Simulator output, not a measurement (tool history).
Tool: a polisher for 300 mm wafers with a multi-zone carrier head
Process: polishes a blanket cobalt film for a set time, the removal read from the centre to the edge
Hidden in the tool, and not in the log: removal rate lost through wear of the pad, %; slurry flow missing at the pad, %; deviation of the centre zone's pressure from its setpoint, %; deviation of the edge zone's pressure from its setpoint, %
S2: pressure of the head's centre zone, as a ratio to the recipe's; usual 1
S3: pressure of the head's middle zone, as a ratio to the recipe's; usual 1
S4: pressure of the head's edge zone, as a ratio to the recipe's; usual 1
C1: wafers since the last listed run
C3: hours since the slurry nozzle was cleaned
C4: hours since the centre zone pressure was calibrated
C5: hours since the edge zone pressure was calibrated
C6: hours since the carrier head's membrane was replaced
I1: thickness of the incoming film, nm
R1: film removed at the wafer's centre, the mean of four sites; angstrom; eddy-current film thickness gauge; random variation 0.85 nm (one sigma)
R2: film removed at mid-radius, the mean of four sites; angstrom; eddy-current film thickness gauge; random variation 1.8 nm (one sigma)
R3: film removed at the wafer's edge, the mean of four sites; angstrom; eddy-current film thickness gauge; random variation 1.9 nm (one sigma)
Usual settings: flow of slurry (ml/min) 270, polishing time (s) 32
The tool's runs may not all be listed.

Run 1, day 0: usual settings; C1 0; wafers polished on this pad 582; C3 33.3; C4 147.7; C5 45.6; C6 351.8; I1 1344.4. Result: R1 1197 angstrom, R2 1236 angstrom, R3 1238 angstrom.
Run 2, day 1.446: usual settings; C1 261; wafers polished on this pad 844; C3 68; C4 182.4; C5 80.3; C6 386.5; I1 1325.2. Result: R1 1171 angstrom, R2 1185 angstrom, R3 1164 angstrom.
Run 3, day 2.658: usual settings but S4 0.93; C1 219; wafers polished on this pad 1063; C3 97.1; C4 211.5; C5 109.4; C6 415.6; I1 1332. Result: R1 1174 angstrom, R2 1214 angstrom, R3 1127 angstrom.
At day 5.346: worn pad replaced by a new one.
Run 4, day 5.517: usual settings but polishing time (s) 25; C1 486; wafers polished on this pad 30; C3 165.7; C4 280.1; C5 178; C6 484.2; I1 1346.8. Result: R1 972 angstrom, R2 994 angstrom, R3 958 angstrom.
Run 5, day 7.183: usual settings but polishing time (s) 25; C1 301; wafers polished on this pad 332; C3 205.7; C4 320.1; C5 218; C6 524.2; I1 1320.7. Result: R1 953 angstrom, R2 982 angstrom, R3 974 angstrom.
Run 6, day 8.517: usual settings; C1 241; wafers polished on this pad 573; C3 237.7; C4 352.1; C5 250; C6 556.2; I1 1308.6. Result: R1 1210 angstrom, R2 1217 angstrom, R3 1182 angstrom.
Run 7, day 11.5: usual settings; C1 539; wafers polished on this pad 1112; C3 309.3; C4 423.7; C5 321.6; C6 627.8; I1 1337.1. Result: R1 1172 angstrom, R2 1185 angstrom, R3 1178 angstrom.
Run 8, day 13.221: usual settings; C1 311; wafers polished on this pad 1423; C3 350.6; C4 465; C5 362.9; C6 669.1; I1 1329.5. Result: R1 1141 angstrom, R2 1178 angstrom, R3 1156 angstrom.
At day 13.492: worn pad replaced by a new one.
Run 9, day 14.412: usual settings; C1 185; wafers polished on this pad 166; C3 379.2; C4 493.6; C5 391.5; C6 697.7; I1 1341.3. Result: R1 1235 angstrom, R2 1283 angstrom, R3 1219 angstrom.
Run 10, day 15.846: usual settings; C1 259; wafers polished on this pad 425; C3 413.6; C4 528; C5 425.9; C6 732.1; I1 1325.9. Result: R1 1208 angstrom, R2 1241 angstrom, R3 1241 angstrom.
Run 11, day 16.85: usual settings but polishing time (s) 37; C1 181; wafers polished on this pad 606; C3 437.7; C4 552.1; C5 450; C6 756.2; I1 1316.8. Result: R1 1393 angstrom, R2 1396 angstrom, R3 1367 angstrom.
At day 17.821: edge zone pressure recalibrated.
Run 12, day 17.962: usual settings but flow of slurry (ml/min) 245; C1 186; wafers polished on this pad 792; C3 464.4; C4 578.8; C5 3.4; C6 782.9; I1 1345.4. Result: R1 1157 angstrom, R2 1186 angstrom, R3 1199 angstrom.
Run 13, day 19.954: usual settings; C1 359; wafers polished on this pad 1152; C3 512.2; C4 626.6; C5 51.2; C6 830.7; I1 1337. Result: R1 1167 angstrom, R2 1216 angstrom, R3 1171 angstrom.
At day 20.854: worn pad replaced by a new one.
At day 20.879: slurry nozzle cleaned.
Run 14, day 22.025: usual settings but flow of slurry (ml/min) 230, polishing time (s) 39; C1 339; wafers polished on this pad 207; C3 27.5; C4 676.3; C5 100.9; C6 880.4; I1 1330.2. Result: R1 1472 angstrom, R2 1510 angstrom, R3 1480 angstrom.
Run 15, day 23.221: usual settings but flow of slurry (ml/min) 340, S2 1.04; C1 216; wafers polished on this pad 423; C3 56.2; C4 705; C5 129.6; C6 909.1; I1 1353.9. Result: R1 1291 angstrom, R2 1254 angstrom, R3 1243 angstrom.
At day 25.125: centre zone pressure recalibrated.
Run 16, day 25.45: usual settings but S2 1.1, S4 0.89, polishing time (s) 26; C1 387; wafers polished on this pad 811; C3 109.7; C4 7.8; C5 183.1; C6 962.6; I1 1329.2. Result: R1 1058 angstrom, R2 985 angstrom, R3 919 angstrom.
Run 17, day 27.404: usual settings but flow of slurry (ml/min) 180, S2 0.95, S3 1.07, polishing time (s) 28; C1 353; wafers polished on this pad 1164; C3 156.6; C4 54.7; C5 230; C6 1009.5; I1 1306.5. Result: R1 906 angstrom, R2 1010 angstrom, R3 980 angstrom.

Forecast run 18:
At day 28.338: worn pad replaced by a new one, of another model than before.
Run 18, day 29.796: usual settings but flow of slurry (ml/min) 245; C1 402; wafers polished on this pad 263; C3 214; C4 112.1; C5 287.4; C6 1066.9; I1 1341.5. Result: R1 ?, R2 ?, R3 ?.

Run 18 gave R1 1189 angstrom, R2 1211 angstrom, R3 1201 angstrom.
Without the tool's hidden state the same run would have given R1 1222 angstrom, R2 1245 angstrom, R3 1234 angstrom.

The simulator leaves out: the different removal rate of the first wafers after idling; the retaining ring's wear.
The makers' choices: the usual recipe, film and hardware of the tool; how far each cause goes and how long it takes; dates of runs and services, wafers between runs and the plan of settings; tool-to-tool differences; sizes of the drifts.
